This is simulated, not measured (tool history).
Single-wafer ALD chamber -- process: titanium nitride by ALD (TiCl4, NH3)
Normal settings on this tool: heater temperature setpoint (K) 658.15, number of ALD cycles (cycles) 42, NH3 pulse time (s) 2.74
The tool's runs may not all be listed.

| run | hour | heater temperature setpoint (K) | number of ALD cycles (cycles) | NH3 pulse time (s) | wafers since the last listed run | hours since the last thermocouple change | hours since the showerhead was replaced | hours since the gauge calibration | read-back reference wafer on the same gauge, thickness_nm | mean film thickness on the monitor wafer (angstrom) |
|---|---|---|---|---|---|---|---|---|---|---|
| 1 | 0.0 | 654.15 | 42 | 2.74 | 0 | 947.0 | 6133.3 | 75.3 | 0.777 | 8.71 |
| 2 | 67.4 | 654.15 | 42 | 2.74 | 306 | 1014.4 | 6200.7 | 142.7 | 0.773 | 8.70 |
| 3 | 99.5 | 654.15 | 42 | 2.74 | 145 | 1046.5 | 6232.8 | 174.8 | 0.772 | 8.66 |
| 4 | 125.1 | 658.15 | 42 | 2.74 | 116 | 1072.1 | 6258.4 | 200.4 | 0.771 | 8.67 |
| 5 | 227.2 | 658.15 | 42 | 2.74 | 464 | 1174.2 | 6360.5 | 302.5 | 0.768 | 8.64 |
| 6 | 258.7 | 658.15 | 42 | 2.74 | 143 | 1205.7 | 6392.0 | 334.0 | 0.768 | 8.59 |
| 7 | 286.5 | 658.15 | 42 | 3.44 | 126 | 1233.5 | 6419.8 | 361.8 | 0.767 | 8.68 |
| 8 | 320.1 | 658.15 | 42 | 3.44 | 152 | 1267.1 | 6453.4 | 395.4 | 0.767 | 8.67 |
| 9 | 332.2 | 658.15 | 42 | 3.44 | 54 | 1279.2 | 6465.5 | 407.5 | 0.767 | 8.70 |
| 10 | 347.8 | 658.15 | 42 | 2.74 | 70 | 1294.8 | 6481.1 | 423.1 | 0.767 | 8.62 |
| 11 | 393.8 | 658.15 | 42 | 2.74 | 209 | 1340.8 | 6527.1 | 469.1 | 0.766 | 8.61 |
|  | 417.0 | thermocouple changed; heater temperature recalibrated |
| 12 | 425.2 | 668.15 | 39 | 2.74 | 106 | 8.2 | 6558.5 | 500.5 | 0.766 | 8.05 |
|  | 439.7 | gauge calibrated |
| 13 | 444.7 | 668.15 | 46 | 3.55 | 88 | 27.7 | 6578.0 | 5.0 | 0.784 | 9.76 |
|  | 485.8 | showerhead replaced |
| 14 | 486.3 | 658.15 | 42 | 2.43 | 152 | 69.3 | 0.5 | 46.6 | 0.781 | 8.74 |
| 15 | 490.5 | 658.15 | 42 | 1.96 | 19 | 73.5 | 4.7 | 50.8 | 0.781 | 8.74 |
| 16 | 524.5 | 668.15 | 47 | 3.81 | 154 | 107.5 | 38.7 | 84.8 | 0.778 | 9.92 |
| 17 | 546.0 | 664.15 | 37 | 2.02 | 97 | 129.0 | 60.2 | 106.3 | 0.777 | 7.67 |
| 18 | 569.1 | 658.15 | 42 | 2.74 | 104 | 152.1 | 83.3 | 129.4 | 0.776 | 8.77 |
| 19 | 589.0 | 653.15 | 46 | 1.93 | 90 | 172.0 | 103.2 | 149.3 | 0.775 | 9.44 |
| 20 | 601.0 | 666.15 | 35 | 2.74 | 54 | 184.0 | 115.2 | 161.3 | 0.775 | 7.29 |
| 21 | 613.1 | 651.15 | 42 | 2.74 | 54 | 196.1 | 127.3 | 173.4 | 0.774 | 8.64 |
| 22 | 639.7 | 658.15 | 42 | 2.74 | 120 | 222.7 | 153.9 | 200.0 | 0.773 | 8.68 |
| 23 | 666.0 | 658.15 | 42 | 2.74 | 119 | 249.0 | 180.2 | 226.3 | 0.772 | 8.71 |

Describe how what the log doesn't record of the tool's condition differs between the last listed run preceding each entry between runs and the first listed run following it.
In the gap between runs 11 and 12: thermocouple changed; heater temperature recalibrated (hour 417.0)
  gauge reads high (%): -2.3 -> -2.33
  what was measured, less what the result would be without the hidden state, mean film thickness on the monitor wafer (angstrom): -0.20 -> -0.19
In the gap between runs 12 and 13: gauge calibrated (hour 439.7)
  gauge reads high (%): -2.33 -> 0.0786
  what was measured, less what the result would be without the hidden state, mean film thickness on the monitor wafer (angstrom): -0.19 -> +0.01
In the gap between runs 13 and 14: showerhead replaced (hour 485.8)
  gauge reads high (%): 0.0786 -> -0.382
  what was measured, less what the result would be without the hidden state, mean film thickness on the monitor wafer (angstrom): +0.01 -> -0.03
